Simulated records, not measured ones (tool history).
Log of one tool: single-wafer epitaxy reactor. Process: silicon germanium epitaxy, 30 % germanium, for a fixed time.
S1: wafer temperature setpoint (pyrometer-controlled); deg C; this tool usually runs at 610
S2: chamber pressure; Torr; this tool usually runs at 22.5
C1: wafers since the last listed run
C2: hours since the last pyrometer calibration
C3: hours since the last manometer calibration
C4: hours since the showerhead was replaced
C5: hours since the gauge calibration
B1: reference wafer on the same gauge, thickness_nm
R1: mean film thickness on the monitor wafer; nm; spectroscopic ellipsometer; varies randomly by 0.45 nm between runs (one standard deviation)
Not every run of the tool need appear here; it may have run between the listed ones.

run	day	S1	S2	C1	C2	C3	C4	C5	B1	R1
1	0.000	610	26.8	0	2125.7	974.6	6454.1	437.0	83.843	80.538
2	1.938	610	26.8	931	2172.2	1021.1	6500.6	483.5	83.799	80.386
3	4.896	610	26.8	1421	2243.2	1092.1	6571.6	554.5	83.790	80.845
4	7.262	610	22.5	1137	2300.0	1148.9	6628.4	611.3	83.738	75.033
5	9.446	610	22.5	1049	2352.4	1201.3	6680.8	663.7	83.803	74.742
6	11.988	603	22.5	1221	2413.4	1262.3	6741.8	724.7	83.794	66.479
# day 15.362: gauge calibrated
7	16.500	610	22.5	2168	2521.7	1370.6	6850.1	27.3	83.848	75.164
8	19.142	610	22.5	1269	2585.1	1434.0	6913.5	90.7	83.821	74.970
9	20.908	610	22.5	849	2627.5	1476.4	6955.9	133.1	83.825	74.547
# day 21.608: pyrometer calibrated
10	22.746	607	26.3	722	27.3	1520.5	7000.0	177.2	83.762	74.933
11	25.604	607	26.3	1373	95.9	1589.1	7068.6	245.8	83.724	74.857
12	26.658	607	26.3	506	121.2	1614.4	7093.9	271.1	83.827	75.620
13	28.429	604	22.5	851	163.7	1656.9	7136.4	313.6	83.832	66.830
# day 29.217: capacitance manometer re-zeroed and calibrated
14	30.062	604	22.5	624	202.9	20.3	7175.6	352.8	83.797	68.560
15	31.771	610	22.5	821	243.9	61.3	7216.6	393.8	83.795	76.419
16	33.504	605	25.6	833	285.5	102.9	7258.2	435.4	83.806	73.540
# day 36.704: showerhead replaced
17	38.392	616	17.0	2188	402.8	220.2	40.5	552.7	83.755	74.926
18	40.042	601	20.6	793	442.4	259.8	80.1	592.3	83.701	63.400
19	41.488	623	24.9	694	477.1	294.5	114.8	627.0	83.831	96.280
20	44.062	610	22.5	1237	538.9	356.3	176.6	688.8	83.791	76.466
21	46.629	623	24.9	1233	600.5	417.9	238.2	750.4	83.917	96.886
22	48.688	606	19.6	989	649.9	467.3	287.6	799.8	83.736	66.730
23	50.750	610	22.5	991	699.4	516.8	337.1	849.3	83.724	75.853
# day 53.104: gauge calibrated
24	53.392	601	16.9	1269	762.8	580.2	400.5	6.9	83.867	58.776
25	55.788	603	19.0	1151	820.3	637.7	458.0	64.4	83.774	63.463
26	58.296	615	22.5	1205	880.5	697.9	518.2	124.6	83.706	81.404
27	59.625	623	24.9	638	912.4	729.8	550.1	156.5	83.728	96.268
28	62.250	610	22.5	1261	975.4	792.8	613.1	219.5	83.880	75.649
29	63.375	610	17.8	540	1002.4	819.8	640.1	246.5	83.814	68.459
30	66.000	625	26.7	1261	1065.4	882.8	703.1	309.5	83.778	103.165
31	68.442	622	18.1	1173	1124.0	941.4	761.7	368.1	83.837	81.806

State the hidden condition of the tool at each of the runs:
wafer temperature above the value expected at the setpoint (K): 0 in every run
gauge reads high (%): 0 in every run
H1: true pressure above the setpoint (%)
run	H1
1	-3.1
2	-3.42
3	-3.93
4	-4.36
5	-4.78
6	-5.3
7	-6.27
8	-6.88
9	-7.3
10	-7.75
11	-8.48
12	-8.75
13	-9.23
14	-0.158
15	-0.17
16	-0.193
17	-0.322
18	-0.387
19	-0.453
20	-0.59
21	-0.753
22	-0.902
23	-1.07
24	-1.31
25	-1.54
26	-1.82
27	-1.97
28	-2.3
29	-2.45
30	-2.82
31	-3.18

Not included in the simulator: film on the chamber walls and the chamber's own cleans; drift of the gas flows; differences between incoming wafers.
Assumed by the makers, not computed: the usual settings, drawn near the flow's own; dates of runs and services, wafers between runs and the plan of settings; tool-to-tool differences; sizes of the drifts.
